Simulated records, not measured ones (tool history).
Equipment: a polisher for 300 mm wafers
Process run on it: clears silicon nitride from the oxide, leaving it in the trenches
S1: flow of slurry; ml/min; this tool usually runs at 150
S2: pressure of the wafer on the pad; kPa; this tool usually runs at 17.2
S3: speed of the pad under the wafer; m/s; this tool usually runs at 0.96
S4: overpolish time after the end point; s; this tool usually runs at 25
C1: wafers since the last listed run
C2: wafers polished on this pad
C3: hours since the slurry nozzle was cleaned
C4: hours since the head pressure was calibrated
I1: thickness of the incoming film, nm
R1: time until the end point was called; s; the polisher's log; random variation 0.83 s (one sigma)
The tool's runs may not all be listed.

run,hour,S1,S2,S3,S4,C1,C2,C3,C4,I1,R1
1,0.0,150,19.3,0.74,25,0,1893,105.7,202.1,60.2,61.0
2,32.6,150,17.2,0.96,25,396,2289,138.3,234.7,59.6,56.3
# hour 44.8: worn pad replaced by a new one
3,91.3,150,22.1,0.96,13,665,565,197.0,293.4,60.2,44.6
4,155.6,150,22.1,0.96,13,782,1347,261.3,357.7,59.1,43.7
5,196.2,150,17.2,0.96,25,493,1841,301.9,398.3,59.7,55.1
6,229.6,150,17.2,0.96,25,406,2248,335.3,431.7,60.1,56.2
# hour 242.5: head pressure recalibrated
# hour 244.2: worn pad replaced by a new one
7,300.7,150,17.2,1.16,25,820,687,406.4,58.2,59.3,52.4
8,337.8,150,17.2,0.96,25,451,1138,443.5,95.3,59.3,56.5
# hour 372.3: slurry nozzle cleaned
9,397.4,150,17.2,0.96,25,712,1851,25.1,154.9,60.4,58.8
# hour 441.1: worn pad replaced by a new one
10,444.5,150,17.2,0.96,25,524,41,72.2,202.0,59.7,56.4
11,511.6,130,21.4,0.66,25,816,857,139.3,269.1,60.0,59.8
12,569.8,110,19.3,0.96,14,708,1565,197.5,327.3,60.0,54.4
13,595.5,150,12.4,0.96,34,312,1878,223.2,353.0,58.9,76.7
14,624.1,150,17.2,0.96,15,347,2226,251.8,381.6,59.7,55.2
# hour 644.8: worn pad replaced by a new one
15,687.2,150,17.2,0.74,30,718,516,314.9,444.7,59.4,66.1
# hour 713.7: head pressure recalibrated
16,750.8,150,22.1,0.96,30,749,1265,378.5,37.1,59.1,44.3
# hour 783.2: slurry nozzle cleaned
17,820.6,150,17.2,0.96,25,836,2102,37.4,106.9,60.4,55.5
# hour 856.9: worn pad replaced by a new one
18,872.8,150,17.2,0.96,25,586,193,89.6,159.1,60.0,54.2
19,925.8,150,17.2,1.08,15,644,838,142.6,212.1,59.6,50.0

Each row is a separate what-if for the run after 19, all from the same tool condition, not one after another. Results?
A,926.3,150,17.2,1.18,25,6,844,143.1,212.6,59.6,?
B,926.3,170,17.2,0.96,20,6,844,143.1,212.6,59.6,?
C,926.3,195,17.2,0.96,25,6,844,143.1,212.6,59.6,?
D,926.3,150,13.1,0.96,25,6,844,143.1,212.6,59.6,?

run,R1
A,46.3
B,52.7
C,51.5
D,70.8
What these runs would have given with no unlogged condition in the tool:
run,R1
A,52.7
B,59.9
C,58.6
D,80.5
